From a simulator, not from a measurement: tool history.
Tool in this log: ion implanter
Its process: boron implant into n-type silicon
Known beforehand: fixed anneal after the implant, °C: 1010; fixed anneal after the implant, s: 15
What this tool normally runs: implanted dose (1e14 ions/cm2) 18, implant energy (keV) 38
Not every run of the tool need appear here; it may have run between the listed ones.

run,hour,implanted dose (1e14 ions/cm2),implant energy (keV),"read-back reference wafer on the same gauge, sheet resistance",sheet resistance of the implanted and annealed layer (ohm/square)
1,0,18,38,81.43,74.01
2,222.4,18,38,81.4,74.27
3,275,18,38,81.36,74.65
4,328.5,18,38,81.37,74.33
5,388,21.22,33,81.36,67.41
6,485.3,21.22,33,81.4,67.45
7,522.1,18,38,81.36,74.45
8,599.2,18,38,81.31,74.47
9,688.2,18,38,81.39,74.34
# hour 700.9: gauge calibrated
# hour 758.9: Faraday cup replaced and dose calibrated
10,767.6,23.28,47.5,81.45,59.89
# hour 863.4: extraction supply calibrated
11,863.9,18,38,81.43,74.27
12,940.6,15.45,41.5,81.45,82.99
13,989.5,18,38,81.33,74.34
14,1043.3,18,46,81.39,73.2
15,1087.5,21.54,25,81.42,70.9
16,1154.4,18,38,81.4,74.42
17,1238.1,15.03,26.5,81.43,88.45
18,1297.4,13.82,38,81.37,91.31
19,1340.2,18,38,81.42,74.37

4 options for the next run, each taken on its own from the tool as it stands now. Forecast them:
A,1340.6,18,38,?,?
B,1340.6,23.3,33.5,?,?
C,1340.6,22.15,26,?,?
D,1340.6,13.08,32.5,?,?

run,"read-back reference wafer on the same gauge, sheet resistance",sheet resistance of the implanted and annealed layer (ohm/square)
A,81.39,74.45
B,81.39,63.35
C,81.39,68.99
D,81.39,96.54
Take away the tool's hidden state, keep each run's random variation, and the runs would have read:
run,sheet resistance of the implanted and annealed layer (ohm/square)
A,74.45
B,63.35
C,68.99
D,96.54
